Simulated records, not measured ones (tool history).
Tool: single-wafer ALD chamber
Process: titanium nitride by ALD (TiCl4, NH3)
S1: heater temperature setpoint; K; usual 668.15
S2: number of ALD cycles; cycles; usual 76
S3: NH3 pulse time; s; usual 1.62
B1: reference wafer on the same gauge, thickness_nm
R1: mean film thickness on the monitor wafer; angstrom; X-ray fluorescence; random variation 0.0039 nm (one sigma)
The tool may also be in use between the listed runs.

run,hour,S1,S2,S3,B1,R1
1,0,668.15,76,1.62,1.47,15.36
2,34.2,668.15,76,1.62,1.471,15.47
3,60.4,668.15,76,1.62,1.47,15.41
4,79.9,668.15,82,1.62,1.47,16.6
5,103.9,668.15,82,1.62,1.47,16.68
6,122.7,668.15,82,1.62,1.47,16.68
7,222.7,668.15,83,1.62,1.471,16.74
8,252.1,668.15,83,1.62,1.47,16.85
9,277,668.15,83,1.62,1.47,16.83
10,303.3,668.15,76,1.62,1.47,15.44
# hour 318.6: thermocouple changed; heater temperature recalibrated
11,331.9,657.15,76,1.62,1.47,15.29
12,363.2,657.15,76,1.62,1.47,15.25
13,386.9,668.15,76,1.62,1.47,15.46
# hour 410: showerhead replaced
14,410.5,668.15,76,1.62,1.47,15.4
15,428.1,668.15,76,1.62,1.47,15.46
16,451.7,668.15,76,1.62,1.47,15.48
17,465.6,660.15,65,1.84,1.47,13.14
18,493.9,668.15,76,1.62,1.47,15.39
19,510.4,678.15,68,1.3,1.47,13.85
20,535.1,668.15,76,1.62,1.47,15.48
21,564.8,672.15,64,2.09,1.47,13.11
22,577.8,682.15,76,1.62,1.47,15.59
23,599,668.15,76,1.62,1.47,15.44
24,623.1,668.15,76,2.09,1.47,15.63
25,640.1,668.15,81,2.19,1.469,16.62
# hour 653.7: gauge calibrated
26,666.4,675.15,84,2.15,1.469,17.26
27,691.2,668.15,76,1.62,1.469,15.42
28,709.3,679.15,84,1.18,1.471,17.06
29,723.3,668.15,82,1.62,1.47,16.69
30,738.4,677.15,90,1.26,1.47,18.22
31,799.8,668.15,84,1.62,1.47,17.02
32,820.9,668.15,76,1.62,1.47,15.49

Forecast each of these 5 alternatives for the next run:
A,821.5,668.15,76,1.62,?,?
B,821.5,668.15,87,1.62,?,?
C,821.5,668.15,76,1.98,?,?
D,821.5,655.15,68,1.05,?,?
E,821.5,663.15,90,1.33,?,?

run,B1,R1
A,1.47,15.41
B,1.47,17.64
C,1.47,15.52
D,1.47,13.36
E,1.47,18.02
Without the tool's hidden state the same runs would have given:
run,R1
A,15.41
B,17.64
C,15.52
D,13.36
E,18.02
